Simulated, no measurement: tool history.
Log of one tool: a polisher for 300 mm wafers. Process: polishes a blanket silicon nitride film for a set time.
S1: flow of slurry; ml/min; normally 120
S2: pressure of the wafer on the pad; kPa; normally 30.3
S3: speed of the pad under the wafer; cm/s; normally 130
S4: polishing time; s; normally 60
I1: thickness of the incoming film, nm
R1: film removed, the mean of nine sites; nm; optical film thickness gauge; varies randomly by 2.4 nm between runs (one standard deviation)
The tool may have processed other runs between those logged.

run	hour	S1	S2	S3	S4	I1	R1
1	0	120	30.3	130	60	464.7	143.9
2	106.2	120	30.3	102	60	460.6	134.8
3	150.4	120	30.3	102	60	451.5	132.1
4	225.2	120	30.3	102	60	464.6	128.8
5	301.5	120	30.3	130	60	457.8	158.1
6	382	120	30.3	130	60	460.9	155.6
7	449.2	120	30.3	130	60	460.6	152.8
8	577.3	120	30.3	130	60	467.2	155.3
9	680.3	120	30.3	130	60	464.7	151.9
10	725.3	145	30.3	130	60	457.3	154.3
11	923.7	145	30.3	130	60	467.5	154.4
12	968.6	145	30.3	130	60	455.9	151.4
13	1045.8	120	33.8	130	60	462.8	179.3
14	1089.3	120	33.8	130	60	454	178.9
15	1138	120	30.3	118	60	465	151
16	1191	120	30.3	118	60	455.5	148.2
17	1267.5	150	30.3	130	60	462.1	164.4
18	1346.4	150	35.9	130	70	460	220.6
19	1427.7	120	30.3	164	53	465.5	155.3
20	1466.6	100	30.3	98	60	464.8	133.1
21	1553.8	120	30.3	164	79	459.4	228.5
22	1616.8	85	35.2	172	67	454.9	191.7
23	1716.4	95	30.3	130	60	461.8	145.5
24	1795	120	30.3	110	60	453.7	141.2
25	1850	120	30.3	130	60	457.8	150.3
26	2049.8	120	37.9	130	60	460.5	181.7
27	2275.5	90	30.3	104	50	457.9	111.9
28	2336.7	120	26.9	112	70	459.7	157.9
29	2386.3	155	30.3	130	67	454.1	183.6
30	2456.7	120	30.3	130	60	465.5	157.2
31	2529.6	120	30.3	130	60	453.3	151.8
32	2593.2	140	30.3	130	60	463.8	161.3
33	2683.7	120	30.3	160	74	460.1	213.5
34	2754.8	120	23.4	130	45	462.3	109.6
35	2830	120	25.5	116	60	465.3	139.3

Not shown: 14 entries that the log had between the listed runs. Between which runs, and how does the tool's hidden state differ before and after?
After run 1, before run 2: head pressure recalibrated (hour 77.6)
  deviation of the head's pressure from its setpoint, %: -11.9 -> -0.765
  difference, measured minus the result without the unlogged condition, R1: -17.6 -> -0.9 nm
After run 4, before run 5: worn pad replaced by a new one (hour 255.8); slurry nozzle cleaned (hour 284.4)
  deviation of the head's pressure from its setpoint, %: -2.26 -> -3.21
  difference, measured minus the result without the unlogged condition, R1: -2.7 -> -4.7 nm
After run 10, before run 11: slurry nozzle cleaned (hour 784.4); worn pad replaced by a new one (hour 890.7)
  deviation of the head's pressure from its setpoint, %: -8.52 -> -11
  difference, measured minus the result without the unlogged condition, R1: -13 -> -17.3 nm
After run 12, before run 13: head pressure recalibrated (hour 987.5)
  deviation of the head's pressure from its setpoint, %: -11.6 -> -0.0511
  difference, measured minus the result without the unlogged condition, R1: -17.9 -> -0.1 nm
After run 18, before run 19: worn pad replaced by a new one, of another model than before (hour 1412.7); slurry nozzle cleaned (hour 1427.2)
  deviation of the head's pressure from its setpoint, %: -3.82 -> -4.83
  difference, measured minus the result without the unlogged condition, R1: -7.9 -> -4.3 nm
After run 25, before run 26: head pressure recalibrated (hour 1856.8); slurry nozzle cleaned (hour 1996.9)
  deviation of the head's pressure from its setpoint, %: -10.1 -> -3.22
  difference, measured minus the result without the unlogged condition, R1: -9 -> -3.3 nm
After run 26, before run 27: worn pad replaced by a new one (hour 2077.4)
  deviation of the head's pressure from its setpoint, %: -3.22 -> -6.04
  difference, measured minus the result without the unlogged condition, R1: -3.3 -> -3.9 nm
After run 31, before run 32: slurry nozzle cleaned (hour 2569.7)
  deviation of the head's pressure from its setpoint, %: -9.23 -> -10
  difference, measured minus the result without the unlogged condition, R1: -8.2 -> -9.5 nm
After run 32, before run 33: worn pad replaced by a new one (hour 2636)
  deviation of the head's pressure from its setpoint, %: -10 -> -11.2
  difference, measured minus the result without the unlogged condition, R1: -9.5 -> -14.2 nm
After run 33, before run 34: head pressure recalibrated (hour 2690.1)
  deviation of the head's pressure from its setpoint, %: -11.2 -> -1.1
  difference, measured minus the result without the unlogged condition, R1: -14.2 -> -0.7 nm

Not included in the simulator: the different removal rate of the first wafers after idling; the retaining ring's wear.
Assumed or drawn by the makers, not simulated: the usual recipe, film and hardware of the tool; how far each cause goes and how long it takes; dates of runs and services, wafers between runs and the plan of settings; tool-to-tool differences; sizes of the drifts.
